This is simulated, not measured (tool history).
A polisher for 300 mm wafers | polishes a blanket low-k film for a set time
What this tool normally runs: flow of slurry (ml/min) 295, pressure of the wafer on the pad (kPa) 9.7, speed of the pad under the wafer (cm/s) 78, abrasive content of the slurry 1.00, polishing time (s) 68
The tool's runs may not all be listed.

run,hour,flow of slurry (ml/min),pressure of the wafer on the pad (kPa),speed of the pad under the wafer (cm/s),abrasive content of the slurry,polishing time (s),"incoming thickness of the incoming film, nm",film removed (angstrom)
1,0.0,295,9.7,78,1.00,68,301.8,151
# hour 16.9: head pressure recalibrated
# hour 24.2: worn pad replaced by a new one
# hour 24.8: slurry nozzle cleaned
2,35.4,295,9.7,58,0.90,68,295.1,119
3,57.7,295,9.7,92,1.00,68,295.3,182
# hour 75.1: slurry blender recalibrated
4,85.0,295,9.7,78,1.00,68,305.1,161
5,99.1,395,9.7,78,1.10,68,301.9,169
# hour 122.5: conditioning disc replaced and pad reconditioned
6,128.5,225,9.7,78,1.00,68,299.3,154
7,162.8,295,12.4,78,1.10,68,297.8,198
8,189.7,295,12.4,78,0.85,59,296.8,153
9,219.9,295,9.7,78,0.85,68,299.1,149
# hour 229.1: worn pad replaced by a new one
10,242.3,210,8.3,78,0.75,68,296.2,127
11,270.8,295,9.7,78,1.25,68,303.7,172
12,292.5,235,9.7,58,0.70,86,300.7,136
# hour 307.2: slurry blender recalibrated
# hour 358.8: conditioning disc replaced and pad reconditioned
13,392.9,295,9.7,78,1.00,68,295.1,160
# hour 406.9: head pressure recalibrated
14,407.4,295,9.7,68,1.25,68,296.2,155
15,437.6,295,9.7,78,1.00,68,296.2,157
16,453.9,295,9.7,78,1.00,68,305.5,158
# hour 468.8: worn pad replaced by a new one
17,481.7,365,9.7,100,0.75,68,297.7,178
18,513.9,295,9.7,78,1.20,81,299.1,198
19,529.4,295,9.7,78,1.00,68,298.8,157
# hour 539.2: slurry blender recalibrated
20,543.2,210,7.6,62,1.00,55,299.9,85
# hour 567.8: conditioning disc replaced and pad reconditioned
21,568.3,295,9.7,78,1.15,91,296.8,222
22,580.3,295,9.7,70,1.10,68,298.5,147
23,611.6,385,6.2,78,1.20,68,304.3,131
24,647.2,295,9.7,78,1.00,68,301.3,157
25,667.5,295,11.0,78,0.85,80,298.0,190

Here are 4 independent what-if runs from the current tool condition. What would each one return?
A,667.9,295,9.7,78,1.00,57,298.2,?
B,667.9,295,9.7,78,0.75,68,298.2,?
C,667.9,230,6.2,86,1.25,68,298.2,?
D,667.9,210,9.7,78,0.90,68,298.2,?

run,film removed (angstrom)
A,130
B,140
C,131
D,141
What these runs would have given with no unlogged condition in the tool:
run,film removed (angstrom)
A,134
B,145
C,137
D,148
